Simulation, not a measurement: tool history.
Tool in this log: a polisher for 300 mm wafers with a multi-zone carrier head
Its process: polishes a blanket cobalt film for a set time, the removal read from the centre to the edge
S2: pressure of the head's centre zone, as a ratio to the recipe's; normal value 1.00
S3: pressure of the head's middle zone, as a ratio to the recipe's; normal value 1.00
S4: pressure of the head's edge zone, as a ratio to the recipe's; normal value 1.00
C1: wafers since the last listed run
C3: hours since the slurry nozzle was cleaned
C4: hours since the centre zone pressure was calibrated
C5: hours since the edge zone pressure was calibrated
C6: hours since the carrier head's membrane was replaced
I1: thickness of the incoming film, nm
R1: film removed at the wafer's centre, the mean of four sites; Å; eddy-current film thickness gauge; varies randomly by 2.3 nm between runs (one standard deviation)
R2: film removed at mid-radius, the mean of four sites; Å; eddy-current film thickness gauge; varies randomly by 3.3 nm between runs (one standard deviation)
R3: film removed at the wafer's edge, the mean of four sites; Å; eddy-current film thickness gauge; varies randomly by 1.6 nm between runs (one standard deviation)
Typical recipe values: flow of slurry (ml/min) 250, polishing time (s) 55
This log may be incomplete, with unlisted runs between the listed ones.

{"run": 1, "hour": 0.0, "flow of slurry (ml/min)": 250, "S2": 1.0, "S3": 1.0, "S4": 1.0, "polishing time (s)": 55, "C1": 0, "wafers polished on this pad": 255, "C3": 127.3, "C4": 335.0, "C5": 360.7, "C6": 1520.3, "I1": 790.5, "R1": 2453, "R2": 2429, "R3": 2495}
{"run": 2, "hour": 29.7, "flow of slurry (ml/min)": 250, "S2": 1.0, "S3": 1.0, "S4": 1.0, "polishing time (s)": 55, "C1": 307, "wafers polished on this pad": 562, "C3": 157.0, "C4": 364.7, "C5": 390.4, "C6": 1550.0, "I1": 781.0, "R1": 2412, "R2": 2416, "R3": 2500}
{"run": 3, "hour": 49.6, "flow of slurry (ml/min)": 250, "S2": 0.92, "S3": 1.02, "S4": 1.0, "polishing time (s)": 55, "C1": 205, "wafers polished on this pad": 768, "C3": 176.9, "C4": 384.6, "C5": 410.3, "C6": 1569.9, "I1": 788.5, "R1": 2201, "R2": 2393, "R3": 2497}
{"run": 4, "hour": 73.5, "flow of slurry (ml/min)": 250, "S2": 1.0, "S3": 1.0, "S4": 1.06, "polishing time (s)": 55, "C1": 247, "wafers polished on this pad": 1015, "C3": 200.8, "C4": 408.5, "C5": 434.2, "C6": 1593.8, "I1": 778.8, "R1": 2358, "R2": 2395, "R3": 2535}
{"hour": 99.6, "done": "worn pad replaced by a new one"}
{"run": 5, "hour": 107.2, "flow of slurry (ml/min)": 250, "S2": 1.0, "S3": 1.0, "S4": 1.06, "polishing time (s)": 55, "C1": 307, "wafers polished on this pad": 78, "C3": 234.5, "C4": 442.2, "C5": 467.9, "C6": 1627.5, "I1": 795.6, "R1": 2409, "R2": 2437, "R3": 2533}
{"run": 6, "hour": 141.4, "flow of slurry (ml/min)": 250, "S2": 1.0, "S3": 1.0, "S4": 1.06, "polishing time (s)": 55, "C1": 353, "wafers polished on this pad": 432, "C3": 268.7, "C4": 476.4, "C5": 502.1, "C6": 1661.7, "I1": 793.7, "R1": 2323, "R2": 2380, "R3": 2523}
{"run": 7, "hour": 173.4, "flow of slurry (ml/min)": 205, "S2": 1.0, "S3": 1.0, "S4": 1.0, "polishing time (s)": 55, "C1": 330, "wafers polished on this pad": 763, "C3": 300.7, "C4": 508.4, "C5": 534.1, "C6": 1693.7, "I1": 773.6, "R1": 2190, "R2": 2209, "R3": 2360}
{"run": 8, "hour": 202.2, "flow of slurry (ml/min)": 250, "S2": 1.0, "S3": 1.0, "S4": 1.0, "polishing time (s)": 55, "C1": 297, "wafers polished on this pad": 1061, "C3": 329.5, "C4": 537.2, "C5": 562.9, "C6": 1722.5, "I1": 796.2, "R1": 2292, "R2": 2338, "R3": 2475}
{"hour": 208.7, "done": "carrier head's membrane replaced by a new one"}
{"run": 9, "hour": 214.4, "flow of slurry (ml/min)": 250, "S2": 1.0, "S3": 1.0, "S4": 1.0, "polishing time (s)": 55, "C1": 74, "wafers polished on this pad": 1135, "C3": 341.7, "C4": 549.4, "C5": 575.1, "C6": 5.7, "I1": 795.2, "R1": 2351, "R2": 2350, "R3": 2463}
{"hour": 231.8, "done": "slurry nozzle cleaned"}
{"hour": 249.6, "done": "worn pad replaced by a new one"}
{"run": 10, "hour": 250.1, "flow of slurry (ml/min)": 250, "S2": 1.0, "S3": 1.0, "S4": 1.0, "polishing time (s)": 55, "C1": 317, "wafers polished on this pad": 5, "C3": 18.3, "C4": 585.1, "C5": 610.8, "C6": 41.4, "I1": 782.4, "R1": 2553, "R2": 2559, "R3": 2631}
{"hour": 274.1, "done": "centre zone pressure recalibrated"}
{"run": 11, "hour": 274.6, "flow of slurry (ml/min)": 305, "S2": 1.0, "S3": 1.0, "S4": 0.94, "polishing time (s)": 55, "C1": 232, "wafers polished on this pad": 238, "C3": 42.8, "C4": 0.5, "C5": 635.3, "C6": 65.9, "I1": 793.0, "R1": 2637, "R2": 2593, "R3": 2578}
{"run": 12, "hour": 301.1, "flow of slurry (ml/min)": 250, "S2": 1.0, "S3": 0.89, "S4": 1.0, "polishing time (s)": 55, "C1": 274, "wafers polished on this pad": 512, "C3": 69.3, "C4": 27.0, "C5": 661.8, "C6": 92.4, "I1": 789.3, "R1": 2542, "R2": 2387, "R3": 2564}
{"run": 13, "hour": 313.3, "flow of slurry (ml/min)": 250, "S2": 0.91, "S3": 1.0, "S4": 1.0, "polishing time (s)": 42, "C1": 126, "wafers polished on this pad": 638, "C3": 81.5, "C4": 39.2, "C5": 674.0, "C6": 104.6, "I1": 800.7, "R1": 1721, "R2": 1852, "R3": 1929}

What will run 14 give?
{"hour": 320.4, "done": "edge zone pressure recalibrated"}
{"run": 14, "hour": 347.0, "flow of slurry (ml/min)": 250, "S2": 1.0, "S3": 1.0, "S4": 1.0, "polishing time (s)": 55, "C1": 327, "wafers polished on this pad": 966, "C3": 115.2, "C4": 72.9, "C5": 26.6, "C6": 138.3, "I1": 791.7, "R1": "?", "R2": "?", "R3": "?"}

R1: 2455 Å
R2: 2465 Å
R3: 2520 Å
If the tool had no hidden condition, the same run with the same run-to-run variation would have returned R1 2624 Å, R2 2616 Å, R3 2634 Å.
